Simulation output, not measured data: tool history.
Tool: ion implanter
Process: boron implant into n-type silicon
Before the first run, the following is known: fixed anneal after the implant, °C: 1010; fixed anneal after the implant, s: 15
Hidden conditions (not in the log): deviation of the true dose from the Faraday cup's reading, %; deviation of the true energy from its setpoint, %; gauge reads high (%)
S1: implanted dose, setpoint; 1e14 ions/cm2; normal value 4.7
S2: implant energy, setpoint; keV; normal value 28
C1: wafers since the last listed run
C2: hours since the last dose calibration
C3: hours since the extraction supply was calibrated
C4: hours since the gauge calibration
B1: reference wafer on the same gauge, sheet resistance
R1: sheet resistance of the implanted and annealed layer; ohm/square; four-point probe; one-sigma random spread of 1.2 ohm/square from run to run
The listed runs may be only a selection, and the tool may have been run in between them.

Run 1, hour 0: usual settings but S1 5.68 1e14 ions/cm2; C1 0; C2 871.6; C3 5083.3; C4 485.4; B1 243.39. Result: R1 190.18 ohm/square.
Run 2, hour 43.8: usual settings but S1 5.68 1e14 ions/cm2; C1 878; C2 915.4; C3 5127.1; C4 529.2; B1 243.95. Result: R1 190.94 ohm/square.
Run 3, hour 140.5: usual settings; C1 1940; C2 1012.1; C3 5223.8; C4 625.9; B1 243.92. Result: R1 222.32 ohm/square.
Run 4, hour 199.8: usual settings; C1 1189; C2 1071.4; C3 5283.1; C4 685.2; B1 244.53. Result: R1 224.06 ohm/square.
Run 5, hour 250.6: usual settings; C1 1019; C2 1122.2; C3 5333.9; C4 736; B1 243.84. Result: R1 222.47 ohm/square.
Run 6, hour 295: usual settings but S1 3.62 1e14 ions/cm2, S2 21.5 keV; C1 890; C2 1166.6; C3 5378.3; C4 780.4; B1 243.93. Result: R1 279.68 ohm/square.
Run 7, hour 344.2: usual settings; C1 987; C2 1215.8; C3 5427.5; C4 829.6; B1 244.87. Result: R1 221.63 ohm/square.
Run 8, hour 389.3: usual settings; C1 904; C2 1260.9; C3 5472.6; C4 874.7; B1 243.92. Result: R1 222.39 ohm/square.
Run 9, hour 485.8: usual settings; C1 1936; C2 1357.4; C3 5569.1; C4 971.2; B1 244.4. Result: R1 223.57 ohm/square.
Run 10, hour 609.1: usual settings; C1 2474; C2 1480.7; C3 5692.4; C4 1094.5; B1 244. Result: R1 222.02 ohm/square.
Run 11, hour 701.7: usual settings; C1 1858; C2 1573.3; C3 5785; C4 1187.1; B1 244.42. Result: R1 220.17 ohm/square.
Run 12, hour 794.7: usual settings; C1 1866; C2 1666.3; C3 5878; C4 1280.1; B1 244.43. Result: R1 220.9 ohm/square.
At hour 1010.2: extraction supply calibrated.
Run 13, hour 1022.8: usual settings; C1 4416; C2 1894.4; C3 12.6; C4 1508.2; B1 243.35. Result: R1 219.8 ohm/square.
Run 14, hour 1072.9: usual settings; C1 1005; C2 1944.5; C3 62.7; C4 1558.3; B1 243.71. Result: R1 218.75 ohm/square.
At hour 1162.6: Faraday cup replaced and dose calibrated.
Run 15, hour 1178.8: usual settings; C1 1964; C2 16.2; C3 168.6; C4 1664.2; B1 244.22. Result: R1 238.48 ohm/square.
Run 16, hour 1282.9: usual settings; C1 2088; C2 120.3; C3 272.7; C4 1768.3; B1 243.77. Result: R1 240.12 ohm/square.
Run 17, hour 1390.1: usual settings but S2 19.5 keV; C1 2151; C2 227.5; C3 379.9; C4 1875.5; B1 243.84. Result: R1 247.25 ohm/square.
Run 18, hour 1481.3: usual settings but S1 5.95 1e14 ions/cm2; C1 1830; C2 318.7; C3 471.1; C4 1966.7; B1 243.34. Result: R1 196.61 ohm/square.
At hour 1548.5: Faraday cup replaced and dose calibrated, repeated, since the last time left the tool worse.
Run 19, hour 1549: usual settings but S1 5.72 1e14 ions/cm2, S2 23 keV; C1 1197; C2 0.5; C3 538.8; C4 2034.4; B1 244.13. Result: R1 194.35 ohm/square.
Run 20, hour 1601.8: usual settings but S1 3.88 1e14 ions/cm2, S2 21 keV; C1 1059; C2 53.3; C3 591.6; C4 2087.2; B1 244.25. Result: R1 269.83 ohm/square.
Run 21, hour 1681.8: usual settings but S1 5.22 1e14 ions/cm2, S2 36.5 keV; C1 1605; C2 133.3; C3 671.6; C4 2167.2; B1 243.96. Result: R1 200.96 ohm/square.
At hour 1713.8: gauge calibrated.
Run 22, hour 1768.8: usual settings but S1 4.04 1e14 ions/cm2; C1 1745; C2 220.3; C3 758.6; C4 55; B1 243.73. Result: R1 252.7 ohm/square.
Run 23, hour 1860: usual settings but S2 19.5 keV; C1 1830; C2 311.5; C3 849.8; C4 146.2; B1 244.06. Result: R1 233.08 ohm/square.
Run 24, hour 1914.6: usual settings but S1 5.09 1e14 ions/cm2; C1 1095; C2 366.1; C3 904.4; C4 200.8; B1 243.67. Result: R1 212.93 ohm/square.
Run 25, hour 2006.4: usual settings but S1 4.16 1e14 ions/cm2; C1 1842; C2 457.9; C3 996.2; C4 292.6; B1 244.46. Result: R1 248.96 ohm/square.
Run 26, hour 2096.3: usual settings but S1 3.88 1e14 ions/cm2, S2 21 keV; C1 1803; C2 547.8; C3 1086.1; C4 382.5; B1 243.68. Result: R1 272.64 ohm/square.
Run 27, hour 2410: usual settings but S1 4.06 1e14 ions/cm2, S2 23.5 keV; C1 6294; C2 861.5; C3 1399.8; C4 696.2; B1 243.91. Result: R1 254.99 ohm/square.
Run 28, hour 2460.8: usual settings; C1 1019; C2 912.3; C3 1450.6; C4 747; B1 243.58. Result: R1 223.4 ohm/square.
Run 29, hour 2563.4: usual settings; C1 2058; C2 1014.9; C3 1553.2; C4 849.6; B1 244.36. Result: R1 224.82 ohm/square.
Run 30, hour 2650.8: usual settings but S2 37.5 keV; C1 1753; C2 1102.3; C3 1640.6; C4 937; B1 244.33. Result: R1 215.39 ohm/square.
Run 31, hour 2744.5: usual settings but S1 5.47 1e14 ions/cm2, S2 21 keV; C1 1880; C2 1196; C3 1734.3; C4 1030.7; B1 244.22. Result: R1 204.37 ohm/square.
Run 32, hour 2846.3: usual settings; C1 2042; C2 1297.8; C3 1836.1; C4 1132.5; B1 244.38. Result: R1 224.07 ohm/square.
Run 33, hour 2950: usual settings but S1 5.96 1e14 ions/cm2, S2 32.5 keV; C1 2080; C2 1401.5; C3 1939.8; C4 1236.2; B1 243.81. Result: R1 180.01 ohm/square.

Some steps in R1 between neighbouring runs. How much of each would the tool show without its hidden state too (settings, what came in, random variation), and how much is left for the hidden state, with any gauge scatter that isn't in both results?
Run 6 -> 7: S1 3.62 -> 4.7, S2 21.5 -> 28. R1 -58.05 ohm/square: hidden state +0.49, all else -58.54.
Run 14 -> 15: Faraday cup replaced and dose calibrated. R1 +19.73 ohm/square: hidden state +19.13, all else +0.6.
Run 17 -> 18: S1 4.7 -> 5.95, S2 19.5 -> 28. R1 -50.64 ohm/square: hidden state -2.47, all else -48.17.
Run 18 -> 19: S1 5.95 -> 5.72, S2 28 -> 23, Faraday cup replaced and dose calibrated, repeated, since the last time left the tool worse. R1 -2.26 ohm/square: hidden state -10.51, all else +8.25.
Run 19 -> 20: S1 5.72 -> 3.88, S2 23 -> 21. R1 +75.48 ohm/square: hidden state +0, all else +75.48.
Run 20 -> 21: S1 3.88 -> 5.22, S2 21 -> 36.5. R1 -68.87 ohm/square: hidden state -0.03, all else -68.84.
